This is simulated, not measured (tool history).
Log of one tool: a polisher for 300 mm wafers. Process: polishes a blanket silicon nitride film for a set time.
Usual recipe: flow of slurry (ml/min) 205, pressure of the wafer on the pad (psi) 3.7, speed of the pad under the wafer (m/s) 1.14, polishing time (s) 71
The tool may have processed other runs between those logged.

run   hour  flow of slurry (ml/min)  pressure of the wafer on the pad (psi)  speed of the pad under the wafer (m/s)  polishing time (s)  incoming thickness of the incoming film, nm  film removed (angstrom)
  1    0.0                      205                                     3.4                                    1.14                  80                                        788.9                     1507
  2   18.0                      205                                     3.7                                    0.90                  71                                        799.8                     1246
  3   35.6                      205                                     3.7                                    0.90                  71                                        791.2                     1251
  4   46.7                      205                                     4.5                                    1.14                  71                                        775.6                     1757
  5   55.6                      205                                     4.5                                    1.14                  71                                        798.0                     1772
      63.7  -- worn pad replaced by a new one
  6   72.7                      205                                     4.5                                    1.14                  71                                        789.7                     1771
  7   90.1                      205                                     3.7                                    1.14                  71                                        772.3                     1471
      93.2  -- slurry nozzle cleaned
     101.0  -- head pressure recalibrated
  8  104.7                      205                                     3.7                                    1.14                  71                                        793.0                     1475
  9  113.0                      205                                     3.7                                    1.14                  71                                        802.4                     1448
 10  122.5                      225                                     4.3                                    1.32                  47                                        790.3                     1257
 11  130.9                      205                                     3.7                                    1.14                  87                                        787.6                     1795
     141.9  -- worn pad replaced by a new one
 12  146.5                      265                                     3.7                                    1.14                  92                                        790.9                     1925
 13  155.8                      240                                     3.7                                    0.92                  90                                        801.7                     1589
 14  166.5                      205                                     3.7                                    1.14                  71                                        791.7                     1450
 15  177.4                      205                                     4.2                                    1.48                  71                                        799.4                     2006
 16  195.1                      205                                     2.9                                    1.36                  85                                        787.8                     1558

Below are 4 alternative next runs, each starting from the tool's condition after run 16. Predict each:
  A  195.5                      205                                     3.7                                    1.14                  71                                        804.3                        ?
  B  195.5                      205                                     3.7                                    1.14                  52                                        804.3                        ?
  C  195.5                      205                                     2.5                                    1.46                  58                                        804.3                        ?
  D  195.5                      155                                     4.3                                    1.14                  71                                        804.3                        ?

run  film removed (angstrom)
  A                     1467
  B                     1075
  C                      968
  D                     1668
Without the tool's unlogged condition, the same runs would have read:
run  film removed (angstrom)
  A                     1467
  B                     1075
  C                      968
  D                     1668
